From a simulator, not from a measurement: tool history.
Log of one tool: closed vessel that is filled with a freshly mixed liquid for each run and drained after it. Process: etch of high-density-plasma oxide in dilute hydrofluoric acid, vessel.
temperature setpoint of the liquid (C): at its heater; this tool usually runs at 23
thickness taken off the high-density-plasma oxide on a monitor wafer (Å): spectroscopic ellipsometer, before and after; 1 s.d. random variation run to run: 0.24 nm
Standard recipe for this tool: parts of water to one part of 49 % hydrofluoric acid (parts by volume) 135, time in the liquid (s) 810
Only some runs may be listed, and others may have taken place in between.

run	day	temperature setpoint of the liquid (C)	parts of water to one part of 49 % hydrofluoric acid (parts by volume)	time in the liquid (s)	read-back film thickness of the high-density-plasma oxide reference wafer, read on the same gauge (nm)	thickness taken off the high-density-plasma oxide on a monitor wafer (Å)
1	0	23	135	810	130.01	449.2
2	1.083	23	135	810	129.99	450.3
3	3.246	23	135	810	129.96	448.6
4	5.638	23	135	810	129.96	443.3
5	7.354	23	135	810	130	441.5
6	10.275	23	135	810	130.02	440.1
7	12.354	23	135	810	130	437.9
8	13.542	23	135	810	130.01	441.9
9	14.988	23	135	810	129.99	442.5
10	17.358	23	160	1060	130	467.7
11	18.679	23	135	810	129.97	448.4
12	20.821	23	135	810	130.01	447.3
13	25.696	23	135	810	129.99	441.1
14	27.729	27.5	185	810	129.96	363
15	30.696	21	160	655	130.03	269.4
16	31.817	23	160	810	130	362.5
17	34.254	28	115	610	130.01	486.7
18	35.592	21	180	425	130.02	151.4
19	37.954	25	160	1015	130	481.5
20	40.833	21	105	810	129.96	532.9
21	44.308	26.5	110	1255	129.96	1012.2
22	46.862	25	160	1015	130.01	498.1
23	48.221	24.5	105	810	129.99	628.3
24	50.4	21.5	105	1285	130	882.4
25	52.921	23	135	810	129.97	447
26	54.233	23	135	810	129.99	439.4
27	56.096	21.5	80	1090	130.01	1002
28	57.462	25.5	80	810	130.03	868.1
29	59.225	20	70	405	129.97	401.9
30	62.038	26.5	135	670	130	410.4
31	64.662	23	190	810	130.02	301.7

Put back what was entered between runs (5 entries, withheld): which listed runs does each sit between, and how does the hidden state differ from the listed run before to the listed run after?
Logged between run 10 and run 11: thermometer replaced (day 18.275)
  liquid colder than its thermometer reads (K): 0.906 -> 0.0774
  the result without the hidden state subtracted from the measured one, thickness taken off the high-density-plasma oxide on a monitor wafer (Å): -16.7 -> -1.4
Logged between run 13 and run 14: hydrofluoric acid flow meter replaced (day 26.854)
  liquid colder than its thermometer reads (K): 0.378 -> 0.465
  the result without the hidden state subtracted from the measured one, thickness taken off the high-density-plasma oxide on a monitor wafer (Å): -6.6 -> -6.2
Logged between run 20 and run 21: gauge calibrated (day 41.908); thermometer replaced (day 43.029)
  liquid colder than its thermometer reads (K): 1.03 -> 0.133
  the result without the hidden state subtracted from the measured one, thickness taken off the high-density-plasma oxide on a monitor wafer (Å): -22.9 -> -5.1
Logged between run 30 and run 31: thermometer replaced (day 63.875)
  liquid colder than its thermometer reads (K): 0.892 -> 0.0977
  the result without the hidden state subtracted from the measured one, thickness taken off the high-density-plasma oxide on a monitor wafer (Å): -14 -> -1.1

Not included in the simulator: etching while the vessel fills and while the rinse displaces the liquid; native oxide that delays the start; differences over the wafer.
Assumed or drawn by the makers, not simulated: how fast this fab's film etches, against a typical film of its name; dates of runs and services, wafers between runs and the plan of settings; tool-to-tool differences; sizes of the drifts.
